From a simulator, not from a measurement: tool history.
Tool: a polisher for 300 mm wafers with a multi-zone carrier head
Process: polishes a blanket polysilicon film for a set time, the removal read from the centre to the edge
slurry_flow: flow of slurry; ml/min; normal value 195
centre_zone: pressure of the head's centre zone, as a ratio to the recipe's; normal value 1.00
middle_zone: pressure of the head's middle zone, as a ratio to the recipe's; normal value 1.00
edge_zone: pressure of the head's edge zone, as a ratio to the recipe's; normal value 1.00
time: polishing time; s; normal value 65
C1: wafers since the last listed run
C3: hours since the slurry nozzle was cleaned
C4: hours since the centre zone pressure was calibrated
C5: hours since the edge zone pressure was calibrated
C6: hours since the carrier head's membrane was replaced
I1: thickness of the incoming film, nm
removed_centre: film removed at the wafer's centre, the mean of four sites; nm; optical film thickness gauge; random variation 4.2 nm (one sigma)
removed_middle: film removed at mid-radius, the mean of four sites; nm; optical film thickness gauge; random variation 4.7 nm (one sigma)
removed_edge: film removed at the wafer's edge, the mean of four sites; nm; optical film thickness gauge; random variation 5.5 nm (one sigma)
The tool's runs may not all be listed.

run 1 hour=0.0 | slurry_flow=215 centre_zone=1.00 middle_zone=1.00 edge_zone=1.00 time=65 | C1=0 wafers_polished_on_this_pad=488 C3=212.7 C4=575.3 C5=513.8 C6=388.3 | I1=1668.4 | removed_centre=446.8 removed_middle=480.0 removed_edge=472.4
run 2 hour=58.9 | slurry_flow=215 centre_zone=1.00 middle_zone=1.00 edge_zone=1.00 time=65 | C1=482 wafers_polished_on_this_pad=971 C3=271.6 C4=634.2 C5=572.7 C6=447.2 | I1=1634.2 | removed_centre=436.2 removed_middle=480.9 removed_edge=470.2
run 3 hour=121.3 | slurry_flow=195 centre_zone=1.00 middle_zone=1.00 edge_zone=1.00 time=65 | C1=511 wafers_polished_on_this_pad=1482 C3=334.0 C4=696.6 C5=635.1 C6=509.6 | I1=1642.5 | removed_centre=420.7 removed_middle=471.6 removed_edge=462.9
-- hour=167.2 centre zone pressure recalibrated
-- hour=194.8 carrier head's membrane replaced by a new one
run 4 hour=195.3 | slurry_flow=195 centre_zone=1.00 middle_zone=1.00 edge_zone=1.00 time=65 | C1=549 wafers_polished_on_this_pad=2031 C3=408.0 C4=28.1 C5=709.1 C6=0.5 | I1=1633.0 | removed_centre=470.8 removed_middle=466.7 removed_edge=471.4
-- hour=200.1 worn pad replaced by a new one
-- hour=214.2 edge zone pressure recalibrated
run 5 hour=241.3 | slurry_flow=160 centre_zone=1.00 middle_zone=1.00 edge_zone=1.00 time=65 | C1=327 wafers_polished_on_this_pad=321 C3=454.0 C4=74.1 C5=27.1 C6=46.5 | I1=1621.7 | removed_centre=457.7 removed_middle=462.9 removed_edge=441.7
-- hour=282.0 slurry nozzle cleaned
run 6 hour=294.6 | slurry_flow=195 centre_zone=1.00 middle_zone=1.00 edge_zone=1.00 time=60 | C1=428 wafers_polished_on_this_pad=750 C3=12.6 C4=127.4 C5=80.4 C6=99.8 | I1=1643.4 | removed_centre=437.9 removed_middle=438.1 removed_edge=431.2
-- hour=484.8 worn pad replaced by a new one, of another model than before
run 7 hour=485.5 | slurry_flow=195 centre_zone=1.00 middle_zone=1.00 edge_zone=1.00 time=60 | C1=1531 wafers_polished_on_this_pad=5 C3=203.5 C4=318.3 C5=271.3 C6=290.7 | I1=1649.3 | removed_centre=424.6 removed_middle=431.7 removed_edge=432.2
run 8 hour=518.6 | slurry_flow=195 centre_zone=0.93 middle_zone=1.00 edge_zone=1.00 time=79 | C1=271 wafers_polished_on_this_pad=276 C3=236.6 C4=351.4 C5=304.4 C6=323.8 | I1=1630.5 | removed_centre=520.2 removed_middle=573.0 removed_edge=563.5
run 9 hour=589.5 | slurry_flow=195 centre_zone=0.93 middle_zone=1.00 edge_zone=1.00 time=79 | C1=581 wafers_polished_on_this_pad=857 C3=307.5 C4=422.3 C5=375.3 C6=394.7 | I1=1654.8 | removed_centre=509.5 removed_middle=561.6 removed_edge=577.3
run 10 hour=645.4 | slurry_flow=195 centre_zone=1.00 middle_zone=1.00 edge_zone=1.00 time=79 | C1=458 wafers_polished_on_this_pad=1315 C3=363.4 C4=478.2 C5=431.2 C6=450.6 | I1=1655.2 | removed_centre=541.7 removed_middle=565.5 removed_edge=565.9
run 11 hour=686.6 | slurry_flow=195 centre_zone=1.00 middle_zone=1.00 edge_zone=0.89 time=65 | C1=337 wafers_polished_on_this_pad=1653 C3=404.6 C4=519.4 C5=472.4 C6=491.8 | I1=1652.5 | removed_centre=444.5 removed_middle=463.9 removed_edge=432.3
-- hour=708.3 slurry nozzle cleaned
run 12 hour=739.7 | slurry_flow=195 centre_zone=0.94 middle_zone=0.93 edge_zone=0.96 time=65 | C1=427 wafers_polished_on_this_pad=2080 C3=31.4 C4=572.5 C5=525.5 C6=544.9 | I1=1620.6 | removed_centre=401.3 removed_middle=442.9 removed_edge=455.9
-- hour=758.0 worn pad replaced by a new one
-- hour=766.3 carrier head's membrane replaced by a new one
run 13 hour=807.8 | slurry_flow=195 centre_zone=1.00 middle_zone=1.11 edge_zone=1.00 time=85 | C1=484 wafers_polished_on_this_pad=366 C3=99.5 C4=640.6 C5=593.6 C6=41.5 | I1=1632.5 | removed_centre=548.5 removed_middle=649.3 removed_edge=599.2
-- hour=862.8 centre zone pressure recalibrated
-- hour=951.9 edge zone pressure recalibrated
run 14 hour=993.4 | slurry_flow=195 centre_zone=1.00 middle_zone=1.10 edge_zone=1.05 time=65 | C1=1488 wafers_polished_on_this_pad=1855 C3=285.1 C4=130.6 C5=41.5 C6=227.1 | I1=1661.3 | removed_centre=463.3 removed_middle=503.3 removed_edge=481.7
-- hour=1005.2 worn pad replaced by a new one
run 15 hour=1051.3 | slurry_flow=260 centre_zone=0.88 middle_zone=1.05 edge_zone=1.00 time=65 | C1=441 wafers_polished_on_this_pad=377 C3=343.0 C4=188.5 C5=99.4 C6=285.0 | I1=1639.3 | removed_centre=420.5 removed_middle=487.0 removed_edge=470.0
run 16 hour=1096.4 | slurry_flow=260 centre_zone=1.00 middle_zone=1.09 edge_zone=1.00 time=65 | C1=369 wafers_polished_on_this_pad=747 C3=388.1 C4=233.6 C5=144.5 C6=330.1 | I1=1648.7 | removed_centre=468.1 removed_middle=511.3 removed_edge=477.5
run 17 hour=1159.4 | slurry_flow=195 centre_zone=1.00 middle_zone=1.00 edge_zone=1.00 time=65 | C1=516 wafers_polished_on_this_pad=1263 C3=451.1 C4=296.6 C5=207.5 C6=393.1 | I1=1635.8 | removed_centre=456.6 removed_middle=471.1 removed_edge=459.3
run 18 hour=1199.9 | slurry_flow=175 centre_zone=1.00 middle_zone=1.07 edge_zone=1.00 time=65 | C1=331 wafers_polished_on_this_pad=1595 C3=491.6 C4=337.1 C5=248.0 C6=433.6 | I1=1670.5 | removed_centre=454.7 removed_middle=495.7 removed_edge=460.6
-- hour=1204.7 slurry nozzle cleaned
-- hour=1248.7 worn pad replaced by a new one
run 19 hour=1256.0 | slurry_flow=195 centre_zone=1.00 middle_zone=1.00 edge_zone=1.00 time=65 | C1=418 wafers_polished_on_this_pad=59 C3=51.3 C4=393.2 C5=304.1 C6=489.7 | I1=1651.2 | removed_centre=449.4 removed_middle=461.7 removed_edge=465.7

Predict each of these 5 candidate next runs independently; none follows another, all start after run 19:
run A hour=1256.4 | slurry_flow=195 centre_zone=1.00 middle_zone=1.00 edge_zone=1.00 time=65 | C1=3 wafers_polished_on_this_pad=62 C3=51.7 C4=393.6 C5=304.5 C6=490.1 | I1=1641.1 | removed_centre=? removed_middle=? removed_edge=?
run B hour=1256.4 | slurry_flow=230 centre_zone=1.00 middle_zone=1.00 edge_zone=1.00 time=65 | C1=3 wafers_polished_on_this_pad=62 C3=51.7 C4=393.6 C5=304.5 C6=490.1 | I1=1641.1 | removed_centre=? removed_middle=? removed_edge=?
run C hour=1256.4 | slurry_flow=195 centre_zone=1.00 middle_zone=1.07 edge_zone=0.90 time=65 | C1=3 wafers_polished_on_this_pad=62 C3=51.7 C4=393.6 C5=304.5 C6=490.1 | I1=1641.1 | removed_centre=? removed_middle=? removed_edge=?
run D hour=1256.4 | slurry_flow=220 centre_zone=1.06 middle_zone=0.90 edge_zone=1.00 time=72 | C1=3 wafers_polished_on_this_pad=62 C3=51.7 C4=393.6 C5=304.5 C6=490.1 | I1=1641.1 | removed_centre=? removed_middle=? removed_edge=?
run E hour=1256.4 | slurry_flow=195 centre_zone=1.07 middle_zone=1.00 edge_zone=1.00 time=65 | C1=3 wafers_polished_on_this_pad=62 C3=51.7 C4=393.6 C5=304.5 C6=490.1 | I1=1641.1 | removed_centre=? removed_middle=? removed_edge=?

run=A removed_centre=448.7 removed_middle=460.4 removed_edge=464.4
run=B removed_centre=456.5 removed_middle=467.5 removed_edge=469.7
run=C removed_centre=448.9 removed_middle=482.4 removed_edge=441.6
run=D removed_centre=533.7 removed_middle=480.5 removed_edge=519.3
run=E removed_centre=480.5 removed_middle=460.2 removed_edge=464.4
With the hidden condition removed and each run's random variation left untouched, the same runs would have given:
run=A removed_centre=474.4 removed_middle=460.3 removed_edge=464.4
run=B removed_centre=482.6 removed_middle=467.4 removed_edge=469.7
run=C removed_centre=474.6 removed_middle=482.2 removed_edge=441.6
run=D removed_centre=564.0 removed_middle=480.4 removed_edge=519.3
run=E removed_centre=507.8 removed_middle=460.1 removed_edge=464.4
